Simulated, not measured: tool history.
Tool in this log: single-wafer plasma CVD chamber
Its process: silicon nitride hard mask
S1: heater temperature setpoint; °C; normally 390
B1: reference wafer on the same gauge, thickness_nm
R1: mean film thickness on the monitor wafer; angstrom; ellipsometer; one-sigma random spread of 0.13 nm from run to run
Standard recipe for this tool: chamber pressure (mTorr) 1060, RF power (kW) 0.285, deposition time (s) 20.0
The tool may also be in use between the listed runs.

{"run": 1, "hour": 0.0, "S1": 402, "chamber pressure (mTorr)": 1060, "RF power (kW)": 0.325, "deposition time (s)": 20.0, "B1": 25.919, "R1": 226.42}
{"run": 2, "hour": 86.9, "S1": 402, "chamber pressure (mTorr)": 1060, "RF power (kW)": 0.325, "deposition time (s)": 20.0, "B1": 25.889, "R1": 225.64}
{"hour": 169.1, "done": "thermocouple changed; heater temperature recalibrated"}
{"run": 3, "hour": 169.6, "S1": 390, "chamber pressure (mTorr)": 1060, "RF power (kW)": 0.285, "deposition time (s)": 20.0, "B1": 25.85, "R1": 215.94}
{"run": 4, "hour": 224.7, "S1": 390, "chamber pressure (mTorr)": 1060, "RF power (kW)": 0.285, "deposition time (s)": 20.0, "B1": 25.845, "R1": 215.11}
{"run": 5, "hour": 542.7, "S1": 379, "chamber pressure (mTorr)": 1060, "RF power (kW)": 0.285, "deposition time (s)": 17.7, "B1": 25.826, "R1": 187.98}
{"run": 6, "hour": 621.4, "S1": 379, "chamber pressure (mTorr)": 1060, "RF power (kW)": 0.285, "deposition time (s)": 17.7, "B1": 25.86, "R1": 191.25}
{"hour": 664.7, "done": "showerhead replaced"}
{"hour": 703.4, "done": "RF generator calibrated"}
{"hour": 703.5, "done": "capacitance manometer re-zeroed and calibrated"}
{"run": 7, "hour": 710.5, "S1": 379, "chamber pressure (mTorr)": 1060, "RF power (kW)": 0.285, "deposition time (s)": 17.7, "B1": 25.913, "R1": 193.86}
{"run": 8, "hour": 797.7, "S1": 390, "chamber pressure (mTorr)": 1060, "RF power (kW)": 0.285, "deposition time (s)": 20.0, "B1": 25.896, "R1": 218.2}
{"run": 9, "hour": 852.0, "S1": 390, "chamber pressure (mTorr)": 1060, "RF power (kW)": 0.285, "deposition time (s)": 20.0, "B1": 25.895, "R1": 215.49}
{"run": 10, "hour": 893.7, "S1": 390, "chamber pressure (mTorr)": 1060, "RF power (kW)": 0.285, "deposition time (s)": 20.0, "B1": 25.953, "R1": 215.86}
{"hour": 933.6, "done": "gauge calibrated"}
{"run": 11, "hour": 959.5, "S1": 390, "chamber pressure (mTorr)": 1060, "RF power (kW)": 0.285, "deposition time (s)": 20.0, "B1": 25.916, "R1": 217.02}
{"run": 12, "hour": 1025.3, "S1": 390, "chamber pressure (mTorr)": 1190, "RF power (kW)": 0.285, "deposition time (s)": 20.0, "B1": 25.933, "R1": 225.12}
{"run": 13, "hour": 1113.9, "S1": 390, "chamber pressure (mTorr)": 1060, "RF power (kW)": 0.285, "deposition time (s)": 20.0, "B1": 25.887, "R1": 212.96}
{"run": 14, "hour": 1173.6, "S1": 390, "chamber pressure (mTorr)": 1060, "RF power (kW)": 0.34, "deposition time (s)": 17.0, "B1": 25.831, "R1": 196.73}
{"hour": 1182.6, "done": "thermocouple changed; heater temperature recalibrated"}
{"run": 15, "hour": 1236.0, "S1": 390, "chamber pressure (mTorr)": 1060, "RF power (kW)": 0.245, "deposition time (s)": 20.0, "B1": 25.935, "R1": 199.21}
{"run": 16, "hour": 1306.9, "S1": 390, "chamber pressure (mTorr)": 1060, "RF power (kW)": 0.31, "deposition time (s)": 22.7, "B1": 25.879, "R1": 249.56}
{"run": 17, "hour": 1386.0, "S1": 390, "chamber pressure (mTorr)": 1190, "RF power (kW)": 0.34, "deposition time (s)": 20.0, "B1": 25.866, "R1": 241.31}
{"run": 18, "hour": 1472.1, "S1": 384, "chamber pressure (mTorr)": 1060, "RF power (kW)": 0.335, "deposition time (s)": 20.0, "B1": 25.94, "R1": 229.46}
{"run": 19, "hour": 1542.2, "S1": 402, "chamber pressure (mTorr)": 1060, "RF power (kW)": 0.325, "deposition time (s)": 20.0, "B1": 25.923, "R1": 225.56}
{"run": 20, "hour": 1610.0, "S1": 398, "chamber pressure (mTorr)": 1260, "RF power (kW)": 0.24, "deposition time (s)": 22.7, "B1": 25.923, "R1": 240.6}
{"run": 21, "hour": 1674.2, "S1": 390, "chamber pressure (mTorr)": 1060, "RF power (kW)": 0.26, "deposition time (s)": 20.0, "B1": 25.905, "R1": 204.63}
{"run": 22, "hour": 1746.3, "S1": 390, "chamber pressure (mTorr)": 860, "RF power (kW)": 0.315, "deposition time (s)": 20.0, "B1": 25.921, "R1": 202.09}
{"run": 23, "hour": 1793.7, "S1": 402, "chamber pressure (mTorr)": 1060, "RF power (kW)": 0.285, "deposition time (s)": 20.0, "B1": 25.938, "R1": 209.46}
{"run": 24, "hour": 1850.9, "S1": 400, "chamber pressure (mTorr)": 1290, "RF power (kW)": 0.285, "deposition time (s)": 20.0, "B1": 25.825, "R1": 227.39}
{"run": 25, "hour": 1887.3, "S1": 403, "chamber pressure (mTorr)": 870, "RF power (kW)": 0.285, "deposition time (s)": 20.0, "B1": 25.883, "R1": 193.87}

3 ways to go on from here, each from the tool as it stands after run 25. What would each give?
{"run": "A", "hour": 1887.7, "S1": 390, "chamber pressure (mTorr)": 1060, "RF power (kW)": 0.285, "deposition time (s)": 20.0, "B1": "?", "R1": "?"}
{"run": "B", "hour": 1887.7, "S1": 390, "chamber pressure (mTorr)": 1060, "RF power (kW)": 0.34, "deposition time (s)": 20.0, "B1": "?", "R1": "?"}
{"run": "C", "hour": 1887.7, "S1": 397, "chamber pressure (mTorr)": 1060, "RF power (kW)": 0.34, "deposition time (s)": 20.0, "B1": "?", "R1": "?"}

run=A B1=25.857 R1=213.74
run=B B1=25.857 R1=230.53
run=C B1=25.857 R1=229.93
With no hidden state in the tool, these same runs would have given:
run=A R1=222.09
run=B R1=239.54
run=C R1=238.91
